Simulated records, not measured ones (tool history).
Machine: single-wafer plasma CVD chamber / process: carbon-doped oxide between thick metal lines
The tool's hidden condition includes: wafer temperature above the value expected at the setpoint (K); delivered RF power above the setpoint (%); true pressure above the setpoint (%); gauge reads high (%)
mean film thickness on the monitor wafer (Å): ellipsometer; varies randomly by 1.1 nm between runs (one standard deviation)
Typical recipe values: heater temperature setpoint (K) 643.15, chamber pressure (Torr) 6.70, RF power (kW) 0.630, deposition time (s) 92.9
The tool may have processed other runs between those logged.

run    hour  heater temperature setpoint (K)  chamber pressure (Torr)  RF power (kW)  deposition time (s)  wafers since the last listed run  hours since the last thermocouple change  hours since the last RF generator calibration  hours since the last manometer calibration  hours since the showerhead was replaced  hours since the gauge calibration  read-back reference wafer on the same gauge, thickness_nm  mean film thickness on the monitor wafer (Å)
  1     0.0                           643.15                     6.70          0.630                 92.9                                 0                                    1607.6                                          669.3                                      1422.2                                   5767.8                             1915.3                                                    529.916                                       5356.23
  2    45.6                           643.15                     6.70          0.630                 92.9                               476                                    1653.2                                          714.9                                      1467.8                                   5813.4                             1960.9                                                    529.838                                       5370.27
  3   108.4                           643.15                     7.73          0.630                 92.9                               656                                    1716.0                                          777.7                                      1530.6                                   5876.2                             2023.7                                                    529.851                                       5397.15
      170.7  -- capacitance manometer re-zeroed and calibrated
  4   204.8                           643.15                     6.70          0.630                 92.9                               923                                    1812.4                                          874.1                                        34.1                                   5972.6                             2120.1                                                    529.950                                       5376.08
  5   260.7                           643.15                     6.70          0.630                 92.9                               584                                    1868.3                                          930.0                                        90.0                                   6028.5                             2176.0                                                    529.910                                       5379.42
      311.1  -- thermocouple changed; heater temperature recalibrated
  6   334.2                           643.15                     6.70          0.630                 92.9                               684                                      23.1                                         1003.5                                       163.5                                   6102.0                             2249.5                                                    529.898                                       5373.95
  7   373.0                           639.15                     6.70          0.630                 92.9                               405                                      61.9                                         1042.3                                       202.3                                   6140.8                             2288.3                                                    530.203                                       5419.29
  8   445.7                           643.15                     6.70          0.630                 92.9                               759                                     134.6                                         1115.0                                       275.0                                   6213.5                             2361.0                                                    530.184                                       5375.15
  9   494.6                           643.15                     6.70          0.630                 92.9                               511                                     183.5                                         1163.9                                       323.9                                   6262.4                             2409.9                                                    530.080                                       5381.13
      573.1  -- showerhead replaced
 10   590.5                           643.15                     6.70          0.630                 81.5                               918                                     279.4                                         1259.8                                       419.8                                     17.4                             2505.8                                                    529.980                                       4714.24
 11   691.1                           643.15                     6.70          0.540                 80.1                              1051                                     380.0                                         1360.4                                       520.4                                    118.0                             2606.4                                                    529.804                                       4382.57
 12   756.5                           656.15                     7.41          0.585                106.4                               683                                     445.4                                         1425.8                                       585.8                                    183.4                             2671.8                                                    529.993                                       5859.86
      882.6  -- RF generator calibrated
 13  1021.9                           643.15                     6.70          0.705                 92.9                              2689                                     710.8                                          139.3                                       851.2                                    448.8                             2937.2                                                    530.017                                       5583.37
 14  1116.1                           634.15                     5.52          0.745                 92.9                               984                                     805.0                                          233.5                                       945.4                                    543.0                             3031.4                                                    529.946                                       5731.56
 15  1223.1                           643.15                     6.70          0.630                 92.9                              1118                                     912.0                                          340.5                                      1052.4                                    650.0                             3138.4                                                    529.962                                       5354.77
     1247.5  -- gauge calibrated
 16  1331.8                           637.15                     7.15          0.670                 77.3                              1135                                    1020.7                                          449.2                                      1161.1                                    758.7                               84.3                                                    530.129                                       4650.43
 17  1376.0                           643.15                     6.70          0.630                 92.9                               461                                    1064.9                                          493.4                                      1205.3                                    802.9                              128.5                                                    529.961                                       5336.14
 18  1490.0                           643.15                     5.15          0.630                 85.1                              1191                                    1178.9                                          607.4                                      1319.3                                    916.9                              242.5                                                    530.045                                       4784.18
 19  1552.0                           643.15                     6.70          0.630                 92.9                               647                                    1240.9                                          669.4                                      1381.3                                    978.9                              304.5                                                    530.025                                       5346.68
     1599.8  -- capacitance manometer re-zeroed and calibrated
 20  1716.1                           643.15                     5.15          0.630                 85.1                              1631                                    1405.0                                          833.5                                       116.3                                   1143.0                              468.6                                                    530.055                                       4802.15
 21  1798.6                           643.15                     5.68          0.630                110.8                               862                                    1487.5                                          916.0                                       198.8                                   1225.5                              551.1                                                    529.771                                       6331.26
 22  1889.5                           643.15                     6.70          0.630                 92.9                               949                                    1578.4                                         1006.9                                       289.7                                   1316.4                              642.0                                                    530.038                                       5366.96
 23  1957.2                           643.15                     7.78          0.630                106.7                               707                                    1646.1                                         1074.6                                       357.4                                   1384.1                              709.7                                                    530.006                                       6232.09
 24  2053.3                           643.15                     6.21          0.630                 75.2                              1004                                    1742.2                                         1170.7                                       453.5                                   1480.2                              805.8                                                    530.016                                       4318.98
 25  2096.2                           643.15                     5.36          0.590                 80.7                               448                                    1785.1                                         1213.6                                       496.4                                   1523.1                              848.7                                                    529.865                                       4472.44
     2138.9  -- thermocouple changed; heater temperature recalibrated
 26  2156.3                           643.15                     6.70          0.630                 92.9                               544                                      17.4                                         1273.7                                       556.5                                   1583.2                              908.8                                                    529.940                                       5367.53
 27  2219.4                           652.15                     6.70          0.630                 99.1                               659                                      80.5                                         1336.8                                       619.6                                   1646.3                              971.9                                                    530.050                                       5622.91
 28  2267.9                           643.15                     6.70          0.505                 92.9                               506                                     129.0                                         1385.3                                       668.1                                   1694.8                             1020.4                                                    529.886                                       4948.08

Alternative continuations, all from the tool just after run 28; predict every row:
  A  2268.3                           643.15                     6.70          0.630                 77.0                                 4                                     129.4                                         1385.7                                       668.5                                   1695.2                             1020.8                                                          ?                                             ?
  B  2268.3                           656.15                     6.70          0.630                 92.9                                 4                                     129.4                                         1385.7                                       668.5                                   1695.2                             1020.8                                                          ?                                             ?
  C  2268.3                           643.15                     5.44          0.555                 92.9                                 4                                     129.4                                         1385.7                                       668.5                                   1695.2                             1020.8                                                          ?                                             ?
  D  2268.3                           653.15                     6.70          0.630                 92.9                                 4                                     129.4                                         1385.7                                       668.5                                   1695.2                             1020.8                                                          ?                                             ?

run  read-back reference wafer on the same gauge, thickness_nm  mean film thickness on the monitor wafer (Å)
  A                                                    530.003                                       4445.23
  B                                                    530.003                                       5215.92
  C                                                    530.003                                       5020.93
  D                                                    530.003                                       5245.50
With no hidden state in the tool, these same runs would have given:
run  mean film thickness on the monitor wafer (Å)
  A                                       4452.18
  B                                       5224.08
  C                                       5033.28
  D                                       5253.71
